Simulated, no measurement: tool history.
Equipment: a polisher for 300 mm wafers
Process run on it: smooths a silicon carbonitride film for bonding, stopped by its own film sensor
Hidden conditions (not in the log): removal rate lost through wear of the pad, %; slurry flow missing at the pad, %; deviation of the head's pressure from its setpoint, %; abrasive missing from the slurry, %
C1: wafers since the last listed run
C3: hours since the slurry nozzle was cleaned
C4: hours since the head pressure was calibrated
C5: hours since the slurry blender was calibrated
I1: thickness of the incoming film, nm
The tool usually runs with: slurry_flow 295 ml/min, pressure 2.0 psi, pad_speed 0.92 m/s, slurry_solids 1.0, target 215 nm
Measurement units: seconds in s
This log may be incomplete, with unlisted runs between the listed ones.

{"run": 1, "hour": 0.0, "slurry_flow": 295, "pressure": 2.0, "pad_speed": 0.92, "slurry_solids": 1.0, "target": 215, "C1": 0, "wafers polished on this pad": 310, "C3": 187.5, "C4": 37.6, "C5": 115.6, "I1": 230.6, "seconds": 72.6}
{"hour": 3.6, "done": "slurry blender recalibrated"}
{"run": 2, "hour": 12.1, "slurry_flow": 295, "pressure": 2.0, "pad_speed": 0.92, "slurry_solids": 1.0, "target": 215, "C1": 124, "wafers polished on this pad": 435, "C3": 199.6, "C4": 49.7, "C5": 8.5, "I1": 229.2, "seconds": 68.4}
{"hour": 28.6, "done": "slurry nozzle cleaned"}
{"run": 3, "hour": 45.3, "slurry_flow": 295, "pressure": 2.0, "pad_speed": 0.92, "slurry_solids": 1.0, "target": 219, "C1": 397, "wafers polished on this pad": 832, "C3": 16.7, "C4": 82.9, "C5": 41.7, "I1": 231.5, "seconds": 58.7}
{"hour": 63.4, "done": "worn pad replaced by a new one"}
{"run": 4, "hour": 76.8, "slurry_flow": 295, "pressure": 2.0, "pad_speed": 0.92, "slurry_solids": 1.0, "target": 215, "C1": 339, "wafers polished on this pad": 165, "C3": 48.2, "C4": 114.4, "C5": 73.2, "I1": 231.2, "seconds": 77.7}
{"run": 5, "hour": 102.3, "slurry_flow": 295, "pressure": 2.0, "pad_speed": 0.92, "slurry_solids": 1.0, "target": 215, "C1": 314, "wafers polished on this pad": 480, "C3": 73.7, "C4": 139.9, "C5": 98.7, "I1": 230.1, "seconds": 72.4}
{"run": 6, "hour": 115.9, "slurry_flow": 295, "pressure": 2.0, "pad_speed": 0.92, "slurry_solids": 1.0, "target": 215, "C1": 167, "wafers polished on this pad": 648, "C3": 87.3, "C4": 153.5, "C5": 112.3, "I1": 229.1, "seconds": 68.2}
{"hour": 131.9, "done": "slurry blender recalibrated"}
{"run": 7, "hour": 134.9, "slurry_flow": 295, "pressure": 2.0, "pad_speed": 0.92, "slurry_solids": 1.0, "target": 215, "C1": 209, "wafers polished on this pad": 857, "C3": 106.3, "C4": 172.5, "C5": 3.0, "I1": 233.2, "seconds": 88.5}
{"hour": 149.3, "done": "worn pad replaced by a new one"}
{"run": 8, "hour": 155.5, "slurry_flow": 295, "pressure": 2.0, "pad_speed": 0.92, "slurry_solids": 1.0, "target": 215, "C1": 204, "wafers polished on this pad": 76, "C3": 126.9, "C4": 193.1, "C5": 23.6, "I1": 227.5, "seconds": 60.7}
{"run": 9, "hour": 177.4, "slurry_flow": 295, "pressure": 2.0, "pad_speed": 0.92, "slurry_solids": 1.0, "target": 215, "C1": 270, "wafers polished on this pad": 347, "C3": 148.8, "C4": 215.0, "C5": 45.5, "I1": 226.2, "seconds": 55.4}
{"run": 10, "hour": 197.5, "slurry_flow": 295, "pressure": 2.0, "pad_speed": 0.92, "slurry_solids": 0.9, "target": 215, "C1": 247, "wafers polished on this pad": 595, "C3": 168.9, "C4": 235.1, "C5": 65.6, "I1": 230.0, "seconds": 80.7}
{"run": 11, "hour": 215.1, "slurry_flow": 225, "pressure": 1.8, "pad_speed": 0.92, "slurry_solids": 1.0, "target": 213, "C1": 217, "wafers polished on this pad": 812, "C3": 186.5, "C4": 252.7, "C5": 83.2, "I1": 231.0, "seconds": 100.8}
{"hour": 234.7, "done": "slurry blender recalibrated"}
{"hour": 241.0, "done": "slurry nozzle cleaned"}
{"hour": 242.1, "done": "worn pad replaced by a new one"}
{"run": 12, "hour": 250.4, "slurry_flow": 295, "pressure": 1.7, "pad_speed": 0.8, "slurry_solids": 1.0, "target": 215, "C1": 384, "wafers polished on this pad": 102, "C3": 9.4, "C4": 288.0, "C5": 15.7, "I1": 229.8, "seconds": 91.3}
{"run": 13, "hour": 282.2, "slurry_flow": 295, "pressure": 2.3, "pad_speed": 0.64, "slurry_solids": 1.2, "target": 211, "C1": 392, "wafers polished on this pad": 494, "C3": 41.2, "C4": 319.8, "C5": 47.5, "I1": 229.9, "seconds": 84.6}
{"run": 14, "hour": 304.0, "slurry_flow": 295, "pressure": 2.0, "pad_speed": 0.92, "slurry_solids": 0.9, "target": 210, "C1": 268, "wafers polished on this pad": 763, "C3": 63.0, "C4": 341.6, "C5": 69.3, "I1": 232.0, "seconds": 124.1}
{"hour": 323.4, "done": "worn pad replaced by a new one"}
{"hour": 337.3, "done": "slurry blender recalibrated"}
{"hour": 360.0, "done": "head pressure recalibrated"}
{"run": 15, "hour": 379.5, "slurry_flow": 395, "pressure": 1.7, "pad_speed": 0.92, "slurry_solids": 1.2, "target": 220, "C1": 832, "wafers polished on this pad": 642, "C3": 138.5, "C4": 19.5, "C5": 42.2, "I1": 227.3, "seconds": 35.8}
{"hour": 405.9, "done": "worn pad replaced by a new one"}
{"run": 16, "hour": 406.4, "slurry_flow": 295, "pressure": 2.3, "pad_speed": 0.92, "slurry_solids": 1.0, "target": 215, "C1": 282, "wafers polished on this pad": 6, "C3": 165.4, "C4": 46.4, "C5": 69.1, "I1": 229.2, "seconds": 60.0}
{"run": 17, "hour": 434.8, "slurry_flow": 295, "pressure": 2.0, "pad_speed": 0.74, "slurry_solids": 1.0, "target": 215, "C1": 350, "wafers polished on this pad": 356, "C3": 193.8, "C4": 74.8, "C5": 97.5, "I1": 230.6, "seconds": 82.6}
{"hour": 439.0, "done": "slurry blender recalibrated"}
{"run": 18, "hour": 450.4, "slurry_flow": 295, "pressure": 2.0, "pad_speed": 0.92, "slurry_solids": 1.0, "target": 215, "C1": 167, "wafers polished on this pad": 524, "C3": 209.4, "C4": 90.4, "C5": 11.4, "I1": 228.3, "seconds": 63.3}

Take each entry between the runs: how does the hidden state at the last listed run before it differ from the hidden state at the first listed run after it?
After run 1, before run 2: slurry blender recalibrated (hour 3.6)
  deviation of the head's pressure from its setpoint, %: 0.967 -> 0.91
  measured minus no-state result, seconds: -0.7 -> -0.7 s
After run 2, before run 3: slurry nozzle cleaned (hour 28.6)
  deviation of the head's pressure from its setpoint, %: 0.91 -> 0.672
  measured minus no-state result, seconds: -0.7 -> -0.4 s
After run 3, before run 4: worn pad replaced by a new one (hour 63.4)
  deviation of the head's pressure from its setpoint, %: 0.672 -> 0.337
  measured minus no-state result, seconds: -0.4 -> -0.2 s
After run 6, before run 7: slurry blender recalibrated (hour 131.9)
  deviation of the head's pressure from its setpoint, %: -0.227 -> -0.561
  measured minus no-state result, seconds: +0.2 -> +0.5 s
After run 7, before run 8: worn pad replaced by a new one (hour 149.3)
  deviation of the head's pressure from its setpoint, %: -0.561 -> -0.967
  measured minus no-state result, seconds: +0.5 -> +0.6 s
After run 11, before run 12: slurry blender recalibrated (hour 234.7); slurry nozzle cleaned (hour 241.0); worn pad replaced by a new one (hour 242.1)
  deviation of the head's pressure from its setpoint, %: -2.4 -> -3.43
  measured minus no-state result, seconds: +2.4 -> +3.1 s
After run 14, before run 15: worn pad replaced by a new one (hour 323.4); slurry blender recalibrated (hour 337.3); head pressure recalibrated (hour 360.0)
  deviation of the head's pressure from its setpoint, %: -5.25 -> -1.03
  measured minus no-state result, seconds: +6.5 -> +0.4 s
After run 15, before run 16: worn pad replaced by a new one (hour 405.9)
  deviation of the head's pressure from its setpoint, %: -1.03 -> -1.12
  measured minus no-state result, seconds: +0.4 -> +0.7 s
After run 17, before run 18: slurry blender recalibrated (hour 439.0)
  deviation of the head's pressure from its setpoint, %: -1.31 -> -1.45
  measured minus no-state result, seconds: +1.1 -> +0.9 s

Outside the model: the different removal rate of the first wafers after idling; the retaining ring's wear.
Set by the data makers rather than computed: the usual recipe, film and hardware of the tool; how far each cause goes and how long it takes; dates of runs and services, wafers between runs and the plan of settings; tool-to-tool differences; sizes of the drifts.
